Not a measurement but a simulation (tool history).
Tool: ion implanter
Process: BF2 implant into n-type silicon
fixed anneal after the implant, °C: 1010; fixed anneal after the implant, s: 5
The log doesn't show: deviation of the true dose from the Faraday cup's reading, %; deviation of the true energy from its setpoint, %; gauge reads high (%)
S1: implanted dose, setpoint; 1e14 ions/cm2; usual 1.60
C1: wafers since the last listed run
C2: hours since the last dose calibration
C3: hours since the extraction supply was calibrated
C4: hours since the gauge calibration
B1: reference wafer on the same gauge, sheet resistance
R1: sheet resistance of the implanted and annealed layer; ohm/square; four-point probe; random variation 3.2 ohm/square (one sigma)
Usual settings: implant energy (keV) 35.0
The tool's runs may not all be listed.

{"run": 1, "hour": 0.0, "S1": 1.9, "implant energy (keV)": 35.0, "C1": 0, "C2": 1932.8, "C3": 2435.1, "C4": 4.5, "B1": 532.3, "R1": 525.68}
{"run": 2, "hour": 15.7, "S1": 1.9, "implant energy (keV)": 35.0, "C1": 532, "C2": 1948.5, "C3": 2450.8, "C4": 20.2, "B1": 532.03, "R1": 524.19}
{"run": 3, "hour": 29.6, "S1": 1.6, "implant energy (keV)": 43.5, "C1": 471, "C2": 1962.4, "C3": 2464.7, "C4": 34.1, "B1": 532.32, "R1": 582.44}
{"run": 4, "hour": 43.6, "S1": 1.6, "implant energy (keV)": 43.5, "C1": 474, "C2": 1976.4, "C3": 2478.7, "C4": 48.1, "B1": 532.44, "R1": 585.96}
{"run": 5, "hour": 59.5, "S1": 1.6, "implant energy (keV)": 43.5, "C1": 539, "C2": 1992.3, "C3": 2494.6, "C4": 64.0, "B1": 532.64, "R1": 577.48}
{"run": 6, "hour": 66.7, "S1": 1.72, "implant energy (keV)": 39.5, "C1": 244, "C2": 1999.5, "C3": 2501.8, "C4": 71.2, "B1": 532.04, "R1": 560.85}
{"run": 7, "hour": 82.9, "S1": 1.72, "implant energy (keV)": 39.5, "C1": 549, "C2": 2015.7, "C3": 2518.0, "C4": 87.4, "B1": 532.01, "R1": 557.28}
{"run": 8, "hour": 92.8, "S1": 1.72, "implant energy (keV)": 39.5, "C1": 335, "C2": 2025.6, "C3": 2527.9, "C4": 97.3, "B1": 532.17, "R1": 555.4}
{"run": 9, "hour": 111.0, "S1": 1.85, "implant energy (keV)": 35.0, "C1": 617, "C2": 2043.8, "C3": 2546.1, "C4": 115.5, "B1": 531.4, "R1": 527.06}
{"run": 10, "hour": 123.7, "S1": 1.85, "implant energy (keV)": 35.0, "C1": 430, "C2": 2056.5, "C3": 2558.8, "C4": 128.2, "B1": 532.03, "R1": 537.71}
{"run": 11, "hour": 137.0, "S1": 1.6, "implant energy (keV)": 35.0, "C1": 451, "C2": 2069.8, "C3": 2572.1, "C4": 141.5, "B1": 531.93, "R1": 601.74}
{"run": 12, "hour": 144.6, "S1": 1.6, "implant energy (keV)": 35.0, "C1": 257, "C2": 2077.4, "C3": 2579.7, "C4": 149.1, "B1": 531.3, "R1": 595.78}
{"hour": 160.6, "done": "extraction supply calibrated"}
{"hour": 166.6, "done": "Faraday cup replaced and dose calibrated"}
{"run": 13, "hour": 167.1, "S1": 1.6, "implant energy (keV)": 41.5, "C1": 288, "C2": 0.5, "C3": 6.5, "C4": 171.6, "B1": 531.98, "R1": 585.34}
{"run": 14, "hour": 175.5, "S1": 1.6, "implant energy (keV)": 35.0, "C1": 284, "C2": 8.9, "C3": 14.9, "C4": 180.0, "B1": 532.88, "R1": 597.61}
{"run": 15, "hour": 184.3, "S1": 1.6, "implant energy (keV)": 35.0, "C1": 298, "C2": 17.7, "C3": 23.7, "C4": 188.8, "B1": 531.64, "R1": 598.26}
{"run": 16, "hour": 199.7, "S1": 1.6, "implant energy (keV)": 35.0, "C1": 522, "C2": 33.1, "C3": 39.1, "C4": 204.2, "B1": 532.47, "R1": 602.45}
{"run": 17, "hour": 209.6, "S1": 1.18, "implant energy (keV)": 30.5, "C1": 335, "C2": 43.0, "C3": 49.0, "C4": 214.1, "B1": 532.46, "R1": 778.02}
{"hour": 212.2, "done": "gauge calibrated"}
{"run": 18, "hour": 218.0, "S1": 1.6, "implant energy (keV)": 41.5, "C1": 284, "C2": 51.4, "C3": 57.4, "C4": 5.8, "B1": 532.23, "R1": 584.55}
{"run": 19, "hour": 231.8, "S1": 1.32, "implant energy (keV)": 42.0, "C1": 468, "C2": 65.2, "C3": 71.2, "C4": 19.6, "B1": 531.76, "R1": 675.11}
{"run": 20, "hour": 247.8, "S1": 1.86, "implant energy (keV)": 28.0, "C1": 542, "C2": 81.2, "C3": 87.2, "C4": 35.6, "B1": 531.73, "R1": 544.82}
{"run": 21, "hour": 262.8, "S1": 1.86, "implant energy (keV)": 28.0, "C1": 508, "C2": 96.2, "C3": 102.2, "C4": 50.6, "B1": 531.26, "R1": 545.66}
{"run": 22, "hour": 270.0, "S1": 1.43, "implant energy (keV)": 38.5, "C1": 244, "C2": 103.4, "C3": 109.4, "C4": 57.8, "B1": 531.88, "R1": 652.7}
{"run": 23, "hour": 278.0, "S1": 1.86, "implant energy (keV)": 28.0, "C1": 271, "C2": 111.4, "C3": 117.4, "C4": 65.8, "B1": 531.49, "R1": 545.3}
{"run": 24, "hour": 293.4, "S1": 1.4, "implant energy (keV)": 35.0, "C1": 522, "C2": 126.8, "C3": 132.8, "C4": 81.2, "B1": 532.11, "R1": 661.88}
{"run": 25, "hour": 306.0, "S1": 1.43, "implant energy (keV)": 25.5, "C1": 427, "C2": 139.4, "C3": 145.4, "C4": 93.8, "B1": 531.95, "R1": 683.67}
{"run": 26, "hour": 317.3, "S1": 1.6, "implant energy (keV)": 27.0, "C1": 383, "C2": 150.7, "C3": 156.7, "C4": 105.1, "B1": 532.2, "R1": 617.92}
{"run": 27, "hour": 325.0, "S1": 1.6, "implant energy (keV)": 35.0, "C1": 261, "C2": 158.4, "C3": 164.4, "C4": 112.8, "B1": 532.65, "R1": 599.87}
{"run": 28, "hour": 334.1, "S1": 1.9, "implant energy (keV)": 31.0, "C1": 308, "C2": 167.5, "C3": 173.5, "C4": 121.9, "B1": 531.22, "R1": 526.05}
{"run": 29, "hour": 343.6, "S1": 1.91, "implant energy (keV)": 35.0, "C1": 322, "C2": 177.0, "C3": 183.0, "C4": 131.4, "B1": 531.81, "R1": 523.09}
{"run": 30, "hour": 395.3, "S1": 1.22, "implant energy (keV)": 44.0, "C1": 1753, "C2": 228.7, "C3": 234.7, "C4": 183.1, "B1": 531.71, "R1": 706.84}
{"run": 31, "hour": 404.7, "S1": 1.6, "implant energy (keV)": 35.0, "C1": 318, "C2": 238.1, "C3": 244.1, "C4": 192.5, "B1": 532.54, "R1": 598.83}
{"run": 32, "hour": 417.0, "S1": 1.83, "implant energy (keV)": 28.0, "C1": 417, "C2": 250.4, "C3": 256.4, "C4": 204.8, "B1": 531.72, "R1": 553.8}
{"run": 33, "hour": 427.2, "S1": 1.6, "implant energy (keV)": 35.0, "C1": 345, "C2": 260.6, "C3": 266.6, "C4": 215.0, "B1": 532.32, "R1": 596.96}

Hidden state at the last listed run before each entry between runs and at the first one after, where it differs:
Between runs 12 and 13: extraction supply calibrated (hour 160.6); Faraday cup replaced and dose calibrated (hour 166.6)
  no hidden state differs between the two runs
Between runs 17 and 18: gauge calibrated (hour 212.2)
  no hidden state differs between the two runs

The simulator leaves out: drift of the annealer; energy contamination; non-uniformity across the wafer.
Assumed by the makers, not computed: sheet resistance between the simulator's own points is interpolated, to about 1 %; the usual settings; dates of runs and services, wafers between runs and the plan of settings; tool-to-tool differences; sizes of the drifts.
